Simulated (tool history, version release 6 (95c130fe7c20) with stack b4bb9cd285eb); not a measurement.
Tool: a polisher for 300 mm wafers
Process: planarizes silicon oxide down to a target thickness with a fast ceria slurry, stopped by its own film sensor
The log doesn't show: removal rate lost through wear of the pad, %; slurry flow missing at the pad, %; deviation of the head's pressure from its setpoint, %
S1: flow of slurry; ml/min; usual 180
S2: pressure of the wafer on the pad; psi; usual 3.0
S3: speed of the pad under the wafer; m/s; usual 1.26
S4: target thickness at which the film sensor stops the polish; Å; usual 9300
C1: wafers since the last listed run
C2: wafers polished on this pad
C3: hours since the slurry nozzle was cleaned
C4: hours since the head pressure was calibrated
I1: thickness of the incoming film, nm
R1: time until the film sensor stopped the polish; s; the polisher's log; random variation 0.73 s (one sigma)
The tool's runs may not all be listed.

{"run": 1, "hour": 0.0, "S1": 180, "S2": 2.4, "S3": 1.26, "S4": 9300, "C1": 0, "C2": 313, "C3": 292.4, "C4": 264.1, "I1": 2394.9, "R1": 75.0}
{"run": 2, "hour": 31.7, "S1": 180, "S2": 2.4, "S3": 1.26, "S4": 9300, "C1": 425, "C2": 738, "C3": 324.1, "C4": 295.8, "I1": 2345.8, "R1": 71.9}
{"run": 3, "hour": 56.1, "S1": 180, "S2": 3.7, "S3": 1.26, "S4": 9300, "C1": 327, "C2": 1066, "C3": 348.5, "C4": 320.2, "I1": 2370.6, "R1": 47.5}
{"run": 4, "hour": 82.8, "S1": 180, "S2": 3.7, "S3": 1.26, "S4": 9300, "C1": 358, "C2": 1425, "C3": 375.2, "C4": 346.9, "I1": 2306.3, "R1": 46.5}
{"run": 5, "hour": 99.6, "S1": 180, "S2": 3.7, "S3": 1.26, "S4": 9300, "C1": 225, "C2": 1650, "C3": 392.0, "C4": 363.7, "I1": 2317.2, "R1": 47.0}
{"run": 6, "hour": 112.2, "S1": 180, "S2": 3.0, "S3": 1.26, "S4": 9300, "C1": 169, "C2": 1819, "C3": 404.6, "C4": 376.3, "I1": 2400.9, "R1": 62.1}
{"hour": 135.0, "done": "worn pad replaced by a new one"}
{"run": 7, "hour": 147.4, "S1": 180, "S2": 3.0, "S3": 1.26, "S4": 9300, "C1": 418, "C2": 167, "C3": 439.8, "C4": 411.5, "I1": 2374.2, "R1": 57.5}
{"run": 8, "hour": 183.0, "S1": 180, "S2": 3.0, "S3": 1.26, "S4": 9300, "C1": 478, "C2": 645, "C3": 475.4, "C4": 447.1, "I1": 2375.6, "R1": 57.5}
{"run": 9, "hour": 201.9, "S1": 180, "S2": 3.0, "S3": 1.26, "S4": 9300, "C1": 253, "C2": 898, "C3": 494.3, "C4": 466.0, "I1": 2341.7, "R1": 56.4}
{"run": 10, "hour": 227.3, "S1": 180, "S2": 3.0, "S3": 1.26, "S4": 9300, "C1": 341, "C2": 1239, "C3": 519.7, "C4": 491.4, "I1": 2330.1, "R1": 56.7}
{"run": 11, "hour": 245.2, "S1": 180, "S2": 3.0, "S3": 1.26, "S4": 9300, "C1": 240, "C2": 1480, "C3": 537.6, "C4": 509.3, "I1": 2353.7, "R1": 56.7}
{"run": 12, "hour": 258.0, "S1": 180, "S2": 3.0, "S3": 1.26, "S4": 9300, "C1": 171, "C2": 1652, "C3": 550.4, "C4": 522.1, "I1": 2362.6, "R1": 59.0}
{"hour": 273.5, "done": "worn pad replaced by a new one"}
{"hour": 353.2, "done": "head pressure recalibrated"}
{"run": 13, "hour": 355.8, "S1": 180, "S2": 3.0, "S3": 1.26, "S4": 9300, "C1": 1232, "C2": 1078, "C3": 648.2, "C4": 2.6, "I1": 2357.5, "R1": 62.9}
{"run": 14, "hour": 391.1, "S1": 180, "S2": 3.0, "S3": 1.26, "S4": 9300, "C1": 474, "C2": 1552, "C3": 683.5, "C4": 37.9, "I1": 2356.0, "R1": 64.4}
{"hour": 417.7, "done": "worn pad replaced by a new one"}
{"run": 15, "hour": 418.2, "S1": 155, "S2": 3.0, "S3": 1.58, "S4": 4480, "C1": 310, "C2": 6, "C3": 710.6, "C4": 65.0, "I1": 2336.4, "R1": 67.6}
{"run": 16, "hour": 438.1, "S1": 180, "S2": 3.0, "S3": 1.26, "S4": 9300, "C1": 267, "C2": 273, "C3": 730.5, "C4": 84.9, "I1": 2355.7, "R1": 60.2}
{"run": 17, "hour": 463.6, "S1": 200, "S2": 3.0, "S3": 1.26, "S4": 6840, "C1": 342, "C2": 616, "C3": 756.0, "C4": 110.4, "I1": 2326.0, "R1": 69.1}
{"run": 18, "hour": 497.0, "S1": 160, "S2": 2.2, "S3": 1.26, "S4": 5900, "C1": 448, "C2": 1064, "C3": 789.4, "C4": 143.8, "I1": 2362.0, "R1": 105.2}
{"hour": 512.9, "done": "slurry nozzle cleaned"}
{"run": 19, "hour": 518.4, "S1": 180, "S2": 3.0, "S3": 1.26, "S4": 9300, "C1": 273, "C2": 1338, "C3": 5.5, "C4": 165.2, "I1": 2367.1, "R1": 61.4}
{"run": 20, "hour": 544.1, "S1": 135, "S2": 3.0, "S3": 1.08, "S4": 7500, "C1": 345, "C2": 1683, "C3": 31.2, "C4": 190.9, "I1": 2386.7, "R1": 82.6}
{"run": 21, "hour": 563.3, "S1": 180, "S2": 3.0, "S3": 0.96, "S4": 6210, "C1": 257, "C2": 1941, "C3": 50.4, "C4": 210.1, "I1": 2358.1, "R1": 94.2}
{"hour": 575.3, "done": "worn pad replaced by a new one"}
{"run": 22, "hour": 581.9, "S1": 200, "S2": 3.0, "S3": 1.48, "S4": 7620, "C1": 196, "C2": 88, "C3": 69.0, "C4": 228.7, "I1": 2372.8, "R1": 57.8}
{"run": 23, "hour": 611.2, "S1": 160, "S2": 2.4, "S3": 1.62, "S4": 12330, "C1": 393, "C2": 481, "C3": 98.3, "C4": 258.0, "I1": 2355.8, "R1": 48.8}
{"run": 24, "hour": 633.7, "S1": 195, "S2": 3.6, "S3": 1.7, "S4": 4480, "C1": 302, "C2": 783, "C3": 120.8, "C4": 280.5, "I1": 2378.5, "R1": 52.0}
{"run": 25, "hour": 662.8, "S1": 180, "S2": 3.4, "S3": 1.26, "S4": 9300, "C1": 390, "C2": 1174, "C3": 149.9, "C4": 309.6, "I1": 2380.1, "R1": 54.2}
{"run": 26, "hour": 696.7, "S1": 200, "S2": 4.0, "S3": 1.54, "S4": 12880, "C1": 455, "C2": 1629, "C3": 183.8, "C4": 343.5, "I1": 2361.8, "R1": 29.1}

Forecast run 27:
{"run": 27, "hour": 715.2, "S1": 130, "S2": 3.9, "S3": 1.04, "S4": 14030, "C1": 248, "C2": 1878, "C3": 202.3, "C4": 362.0, "I1": 2363.5, "R1": "?"}

Run 27 gave R1 38.6 s.
Without the tool's hidden state the same run would have given R1 37.3 s.
